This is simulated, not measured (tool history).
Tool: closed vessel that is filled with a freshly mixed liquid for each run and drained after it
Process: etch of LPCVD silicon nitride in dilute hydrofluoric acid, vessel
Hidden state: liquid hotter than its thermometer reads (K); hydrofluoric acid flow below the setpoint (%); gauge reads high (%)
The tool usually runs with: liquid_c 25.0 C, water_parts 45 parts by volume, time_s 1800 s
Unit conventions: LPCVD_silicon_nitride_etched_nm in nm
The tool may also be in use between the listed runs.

run,hour,liquid_c,water_parts,time_s,wafers since the last listed run,hours since the thermometer was replaced,hours since the hydrofluoric acid flow meter was replaced,hours since the gauge calibration,"read-back film thickness of the LPCVD silicon nitride reference wafer, read on the same gauge (nm)",LPCVD_silicon_nitride_etched_nm
1,0.0,25.0,45,1800,0,1454.7,447.2,1117.9,70.00,20.40
2,105.3,25.0,45,1800,3741,1560.0,552.5,1223.2,70.00,20.21
3,211.8,25.0,45,1800,3784,1666.5,659.0,1329.7,70.00,20.35
4,267.1,25.0,45,1800,1965,1721.8,714.3,1385.0,69.99,20.23
5,369.1,25.0,45,1800,3624,1823.8,816.3,1487.0,69.99,20.50
6,406.8,25.0,45,1800,1339,1861.5,854.0,1524.7,70.01,20.24
7,476.7,25.0,45,1800,2483,1931.4,923.9,1594.6,70.00,20.30
8,564.7,25.0,45,1800,3127,2019.4,1011.9,1682.6,70.01,20.21
9,672.2,25.0,45,1800,3820,2126.9,1119.4,1790.1,69.98,20.12
10,772.6,25.0,45,1800,3567,2227.3,1219.8,1890.5,69.99,20.64
# hour 827.2: thermometer replaced
11,860.1,25.0,45,1800,3073,32.9,1307.3,1978.0,69.97,18.42
12,963.9,25.0,45,1800,3688,136.7,1411.1,2081.8,69.98,18.67
13,1010.8,25.0,45,1800,1666,183.6,1458.0,2128.7,70.00,18.52
14,1090.8,25.0,45,1800,2842,263.6,1538.0,2208.7,70.00,18.70
15,1195.1,29.5,45,1450,3706,367.9,1642.3,2313.0,70.00,20.10
16,1272.4,22.0,60,1800,2746,445.2,1719.6,2390.3,69.99,11.50
17,1340.3,21.0,60,1410,2412,513.1,1787.5,2458.2,70.00,8.43
18,1423.1,25.0,30,1520,2942,595.9,1870.3,2541.0,69.99,23.27
# hour 1563.2: hydrofluoric acid flow meter replaced
19,1706.1,21.5,65,890,10020,878.9,142.9,2824.0,70.01,5.46
20,1761.1,30.0,35,2600,1954,933.9,197.9,2879.0,70.01,51.55
# hour 1814.0: gauge calibrated
21,1820.5,27.5,55,2810,2110,993.3,257.3,6.5,69.96,30.55
22,1859.9,22.5,55,1800,1400,1032.7,296.7,45.9,70.00,13.79
23,1908.8,28.5,30,1245,1737,1081.6,345.6,94.8,70.01,26.18
24,1969.8,29.5,45,1450,2167,1142.6,406.6,155.8,69.98,21.64
25,2038.4,25.0,30,1800,2437,1211.2,475.2,224.4,69.99,29.56
26,2074.9,25.0,45,1800,1297,1247.7,511.7,260.9,70.00,20.09
27,2145.9,20.5,25,1800,2523,1318.7,582.7,331.9,70.01,26.06
28,2208.7,25.0,45,2280,2231,1381.5,645.5,394.7,69.99,25.37
29,2309.1,21.0,60,1800,3567,1481.9,745.9,495.1,70.01,11.48
30,2370.4,27.0,60,2610,2178,1543.2,807.2,556.4,70.00,25.10
31,2413.5,29.5,45,1450,1531,1586.3,850.3,599.5,69.97,21.62

Difference, measured minus no-hidden-state, one row per run. Run-to-run variation is common to both terms; the gauge's own scatter need not be:
run,LPCVD_silicon_nitride_etched_nm
1,+0.77
2,+0.77
3,+0.77
4,+0.76
5,+0.76
6,+0.75
7,+0.76
8,+0.75
9,+0.74
10,+0.75
11,-0.99
12,-1.01
13,-1.01
14,-1.02
15,-1.12
16,-0.63
17,-0.46
18,-1.27
19,+0.13
20,+1.08
21,+0.66
22,+0.32
23,+0.58
24,+0.44
25,+0.67
26,+0.44
27,+0.64
28,+0.54
29,+0.26
30,+0.50
31,+0.41
